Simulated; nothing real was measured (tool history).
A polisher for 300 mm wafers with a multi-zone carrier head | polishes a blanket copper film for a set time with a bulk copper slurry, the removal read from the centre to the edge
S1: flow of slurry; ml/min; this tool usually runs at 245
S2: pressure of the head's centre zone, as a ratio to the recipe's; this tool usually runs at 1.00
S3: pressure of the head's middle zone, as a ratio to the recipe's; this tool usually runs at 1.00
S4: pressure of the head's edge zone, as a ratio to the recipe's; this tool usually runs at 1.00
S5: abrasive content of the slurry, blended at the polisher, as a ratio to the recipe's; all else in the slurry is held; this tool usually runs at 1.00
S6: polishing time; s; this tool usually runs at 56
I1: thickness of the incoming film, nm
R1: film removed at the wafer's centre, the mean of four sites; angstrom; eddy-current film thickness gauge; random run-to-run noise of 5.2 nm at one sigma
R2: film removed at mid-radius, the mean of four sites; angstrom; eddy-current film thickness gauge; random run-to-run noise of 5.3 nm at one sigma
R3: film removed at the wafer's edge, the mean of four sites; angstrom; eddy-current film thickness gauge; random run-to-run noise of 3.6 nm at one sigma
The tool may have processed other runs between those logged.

| run | day | S1 | S2 | S3 | S4 | S5 | S6 | I1 | R1 | R2 | R3 |
|---|---|---|---|---|---|---|---|---|---|---|---|
| 1 | 0.000 | 245 | 1.00 | 1.00 | 1.00 | 1.00 | 56 | 2628.4 | 4524 | 4414 | 4439 |
| 2 | 4.183 | 245 | 1.00 | 1.00 | 1.00 | 1.00 | 56 | 2571.1 | 4570 | 4511 | 4417 |
|  | 4.392 | slurry nozzle cleaned |
| 3 | 8.508 | 245 | 1.00 | 1.00 | 1.00 | 1.00 | 56 | 2556.3 | 4686 | 4488 | 4434 |
|  | 10.688 | worn pad replaced by a new one |
|  | 11.954 | centre zone pressure recalibrated |
| 4 | 12.592 | 245 | 1.00 | 1.00 | 1.00 | 1.00 | 56 | 2616.2 | 4344 | 4588 | 4460 |
|  | 22.788 | carrier head's membrane replaced by a new one |
|  | 24.608 | worn pad replaced by a new one |
| 5 | 25.825 | 245 | 1.00 | 1.00 | 1.00 | 1.00 | 56 | 2618.6 | 4703 | 4535 | 4441 |
|  | 26.638 | centre zone pressure recalibrated |
|  | 27.762 | slurry nozzle cleaned |
| 6 | 29.079 | 245 | 0.95 | 1.00 | 1.00 | 1.00 | 56 | 2581.0 | 4372 | 4551 | 4439 |
|  | 29.308 | edge zone pressure recalibrated |
| 7 | 33.079 | 245 | 1.00 | 1.00 | 1.00 | 1.00 | 56 | 2624.8 | 4569 | 4566 | 4487 |
| 8 | 36.408 | 245 | 1.00 | 1.00 | 1.00 | 1.00 | 56 | 2653.1 | 4623 | 4466 | 4375 |
|  | 36.712 | worn pad replaced by a new one |
| 9 | 39.083 | 320 | 1.00 | 1.04 | 1.05 | 1.00 | 73 | 2608.2 | 6273 | 6272 | 6068 |
| 10 | 41.062 | 245 | 1.00 | 1.00 | 1.00 | 1.00 | 56 | 2590.4 | 4745 | 4550 | 4422 |
|  | 44.058 | centre zone pressure recalibrated |
| 11 | 44.150 | 275 | 1.00 | 0.94 | 0.90 | 1.00 | 72 | 2643.6 | 5843 | 5609 | 5431 |
| 12 | 46.933 | 245 | 1.00 | 1.00 | 0.92 | 0.85 | 43 | 2577.9 | 3335 | 3418 | 3175 |
|  | 47.575 | carrier head's membrane replaced by a new one |
|  | 48.521 | slurry nozzle cleaned |
| 13 | 49.029 | 175 | 0.96 | 1.00 | 1.10 | 1.00 | 56 | 2602.1 | 4221 | 4279 | 4494 |
|  | 50.208 | worn pad replaced by a new one |
| 14 | 52.279 | 245 | 1.00 | 1.00 | 1.00 | 1.00 | 56 | 2572.7 | 4650 | 4455 | 4387 |
| 15 | 54.312 | 280 | 0.95 | 1.00 | 1.00 | 1.00 | 56 | 2597.3 | 4503 | 4535 | 4559 |
| 16 | 58.767 | 245 | 1.00 | 0.93 | 1.00 | 1.00 | 56 | 2613.9 | 4774 | 4189 | 4419 |
|  | 61.583 | centre zone pressure recalibrated |
|  | 61.746 | worn pad replaced by a new one |
| 17 | 62.596 | 245 | 1.00 | 1.08 | 1.04 | 0.85 | 56 | 2572.1 | 4352 | 4563 | 4437 |

For some of the steps in R1 from one run to the next: how much would appear even if the tool had no hidden state, given the settings, what came in and random variation, and how much remains for the hidden state plus any gauge scatter that the measured result and the result without hidden state don't share?
Hidden state at play: removal rate lost through wear of the pad, %; slurry flow missing at the pad, %; deviation of the centre zone's pressure from its setpoint, %; deviation of the edge zone's pressure from its setpoint, %.
Run 11 -> 12: S1 275 -> 245, S3 0.94 -> 1.00, S4 0.90 -> 0.92, S5 1.00 -> 0.85, S6 72 -> 43. R1 -2508 angstrom: hidden state +13, all else -2521.
Run 16 -> 17: S3 0.93 -> 1.08, S4 1.00 -> 1.04, S5 1.00 -> 0.85, centre zone pressure recalibrated, worn pad replaced by a new one. R1 -422 angstrom: hidden state -314, all else -108.
